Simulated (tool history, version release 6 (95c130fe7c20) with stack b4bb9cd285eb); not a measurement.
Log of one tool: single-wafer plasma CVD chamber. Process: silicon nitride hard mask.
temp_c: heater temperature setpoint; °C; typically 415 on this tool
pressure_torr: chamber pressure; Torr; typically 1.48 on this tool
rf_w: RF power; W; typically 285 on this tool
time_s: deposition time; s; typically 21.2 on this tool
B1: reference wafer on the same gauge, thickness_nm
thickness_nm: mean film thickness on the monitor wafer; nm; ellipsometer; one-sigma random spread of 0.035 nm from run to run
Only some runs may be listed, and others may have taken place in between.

Run 1, day 0: usual settings but rf_w 260 W; B1 20.603. Result: thickness_nm 19.752 nm.
Run 2, day 1.246: usual settings but rf_w 260 W; B1 20.604. Result: thickness_nm 19.761 nm.
Run 3, day 2.204: usual settings but rf_w 260 W; B1 20.607. Result: thickness_nm 19.638 nm.
Run 4, day 3.308: usual settings; B1 20.615. Result: thickness_nm 21.567 nm.
Run 5, day 3.854: usual settings; B1 20.606. Result: thickness_nm 21.522 nm.
Run 6, day 4.429: usual settings; B1 20.596. Result: thickness_nm 21.524 nm.
Run 7, day 5.679: usual settings; B1 20.607. Result: thickness_nm 21.463 nm.
At day 6.404: RF generator calibrated.
At day 7.638: thermocouple changed; heater temperature recalibrated.
At day 8.538: gauge calibrated.
Run 8, day 8.692: usual settings but rf_w 305 W; B1 20.607. Result: thickness_nm 23.874 nm.
Run 9, day 9.317: usual settings; B1 20.591. Result: thickness_nm 22.431 nm.
At day 11.071: showerhead replaced.
At day 11.212: capacitance manometer re-zeroed and calibrated.
Run 10, day 12.946: usual settings but pressure_torr 1.22 Torr, time_s 17.5 s; B1 20.598. Result: thickness_nm 18.034 nm.
Run 11, day 16.025: usual settings but temp_c 429 °C, rf_w 255 W, time_s 19.3 s; B1 20.597. Result: thickness_nm 18.478 nm.
Run 12, day 16.696: usual settings but temp_c 404 °C, rf_w 260 W, time_s 23.9 s; B1 20.6. Result: thickness_nm 23.642 nm.
Run 13, day 17.579: usual settings but temp_c 408 °C; B1 20.588. Result: thickness_nm 22.951 nm.
Run 14, day 18.65: usual settings but pressure_torr 1.17 Torr, time_s 23.6 s; B1 20.61. Result: thickness_nm 24.109 nm.
Run 15, day 20.062: usual settings but time_s 20.1 s; B1 20.605. Result: thickness_nm 21.683 nm.

Forecast each of these 5 alternatives for the next run:
Run A, day 20.079: usual settings but temp_c 402 °C; B1 ?. Result: thickness_nm ?.
Run B, day 20.079: usual settings but pressure_torr 1.76 Torr; B1 ?. Result: thickness_nm ?.
Run C, day 20.079: usual settings but rf_w 320 W; B1 ?. Result: thickness_nm ?.
Run D, day 20.079: usual settings but rf_w 255 W, time_s 18.3 s; B1 ?. Result: thickness_nm ?.
Run E, day 20.079: usual settings but pressure_torr 1.32 Torr; B1 ?. Result: thickness_nm ?.

run      B1  thickness_nm
  A  20.596        22.972
  B  20.596        23.798
  C  20.596        25.441
  D  20.596        17.599
  E  20.596        22.234
With the hidden condition removed and each run's random variation left untouched, the same runs would have given:
run  thickness_nm
  A        23.219
  B        24.048
  C          25.7
  D        17.793
  E        22.476
